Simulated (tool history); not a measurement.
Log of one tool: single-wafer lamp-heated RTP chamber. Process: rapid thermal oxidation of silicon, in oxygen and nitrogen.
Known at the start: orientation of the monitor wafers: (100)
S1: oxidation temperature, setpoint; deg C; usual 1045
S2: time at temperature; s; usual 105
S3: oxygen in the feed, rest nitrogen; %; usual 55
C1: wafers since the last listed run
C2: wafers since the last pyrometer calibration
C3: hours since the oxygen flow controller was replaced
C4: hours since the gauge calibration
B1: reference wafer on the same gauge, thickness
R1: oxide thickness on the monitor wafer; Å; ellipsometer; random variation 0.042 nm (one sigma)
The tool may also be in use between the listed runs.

Run 1, hour 0: usual settings but S2 128 s; C1 0; C2 870; C3 3074.4; C4 517.3; B1 9.109. Result: R1 94.16 Å.
Run 2, hour 73.8: usual settings but S2 128 s; C1 386; C2 1256; C3 3148.2; C4 591.1; B1 9.108. Result: R1 94.96 Å.
Run 3, hour 174.7: usual settings but S2 128 s; C1 528; C2 1784; C3 3249.1; C4 692; B1 9.099. Result: R1 94.4 Å.
Run 4, hour 251: usual settings; C1 399; C2 2184; C3 3325.4; C4 768.3; B1 9.116. Result: R1 87.74 Å.
Run 5, hour 314.5: usual settings; C1 332; C2 2516; C3 3388.9; C4 831.8; B1 9.114. Result: R1 86.84 Å.
Run 6, hour 400.8: usual settings; C1 451; C2 2968; C3 3475.2; C4 918.1; B1 9.107. Result: R1 87.76 Å.
Run 7, hour 461.5: usual settings; C1 317; C2 3285; C3 3535.9; C4 978.8; B1 9.098. Result: R1 87.82 Å.
Run 8, hour 569.3: usual settings; C1 564; C2 3849; C3 3643.7; C4 1086.6; B1 9.112. Result: R1 88.35 Å.
At hour 607.2: pyrometer window cleaned and pyrometer calibrated.
Run 9, hour 607.7: usual settings; C1 159; C2 2; C3 3682.1; C4 1125; B1 9.105. Result: R1 86.21 Å.
Run 10, hour 685.7: usual settings but S1 1057 deg C, S3 38 %; C1 408; C2 411; C3 3760.1; C4 1203; B1 9.105. Result: R1 81.67 Å.
At hour 737.7: gauge calibrated.
Run 11, hour 791.1: usual settings but S2 87 s; C1 551; C2 962; C3 3865.5; C4 53.4; B1 9.126. Result: R1 78.35 Å.
Run 12, hour 891.9: usual settings but S2 87 s; C1 527; C2 1490; C3 3966.3; C4 154.2; B1 9.109. Result: R1 79.38 Å.
Run 13, hour 978.3: usual settings but S1 1070 deg C; C1 452; C2 1942; C3 4052.7; C4 240.6; B1 9.111. Result: R1 101.74 Å.
Run 14, hour 1020.7: usual settings but S2 125 s, S3 39 %; C1 221; C2 2164; C3 4095.1; C4 283; B1 9.099. Result: R1 83.17 Å.
Run 15, hour 1065.5: usual settings; C1 234; C2 2398; C3 4139.9; C4 327.8; B1 9.128. Result: R1 86.51 Å.
Run 16, hour 1104.1: usual settings but S1 1063 deg C, S2 122 s, S3 80 %; C1 202; C2 2600; C3 4178.5; C4 366.4; B1 9.121. Result: R1 120.55 Å.
Run 17, hour 1192.4: usual settings; C1 462; C2 3062; C3 4266.8; C4 454.7; B1 9.102. Result: R1 87.58 Å.
Run 18, hour 1287.9: usual settings but S1 1032 deg C, S2 60 s, S3 83 %; C1 499; C2 3562; C3 4362.3; C4 550.2; B1 9.105. Result: R1 72.07 Å.
At hour 1309.7: oxygen flow controller replaced.
Run 19, hour 1386.7: usual settings but S1 1018 deg C, S2 156 s, S3 71 %; C1 475; C2 4037; C3 77; C4 649; B1 9.103. Result: R1 96.13 Å.
Run 20, hour 1474.2: usual settings but S2 142 s; C1 457; C2 4495; C3 164.5; C4 736.5; B1 9.117. Result: R1 102.92 Å.
At hour 1494.1: pyrometer window cleaned and pyrometer calibrated.
Run 21, hour 1552.4: usual settings but S2 137 s; C1 367; C2 305; C3 242.7; C4 814.7; B1 9.111. Result: R1 97.96 Å.
Run 22, hour 1769.9: usual settings but S1 1022 deg C, S2 141 s, S3 70 %; C1 1138; C2 1443; C3 460.2; C4 1032.2; B1 9.106. Result: R1 91.54 Å.
Run 23, hour 1831.5: usual settings but S3 37 %; C1 322; C2 1765; C3 521.8; C4 1093.8; B1 9.104. Result: R1 75.45 Å.
Run 24, hour 1932.9: usual settings but S1 1070 deg C, S3 43 %; C1 530; C2 2296; C3 623.2; C4 1195.2; B1 9.098. Result: R1 93.73 Å.

The tool's hidden state at each run:
deviation of the oxygen flow from its setpoint, %: 0 in every run
gauge reads high (%): 0 in every run
H1: true wafer temperature minus pyrometer reading, K
run     H1
  1  0.754
  2  0.939
  3    1.3
  4   1.66
  5   2.01
  6   2.57
  7   3.02
  8   3.93
  9  0.126
 10  0.164
 11  0.335
 12  0.627
 13  0.978
 14   1.18
 15   1.43
 16   1.65
 17   2.24
 18   2.99
 19   3.88
 20   4.78
 21  0.403
 22  0.852
 23   1.09
 24   1.57

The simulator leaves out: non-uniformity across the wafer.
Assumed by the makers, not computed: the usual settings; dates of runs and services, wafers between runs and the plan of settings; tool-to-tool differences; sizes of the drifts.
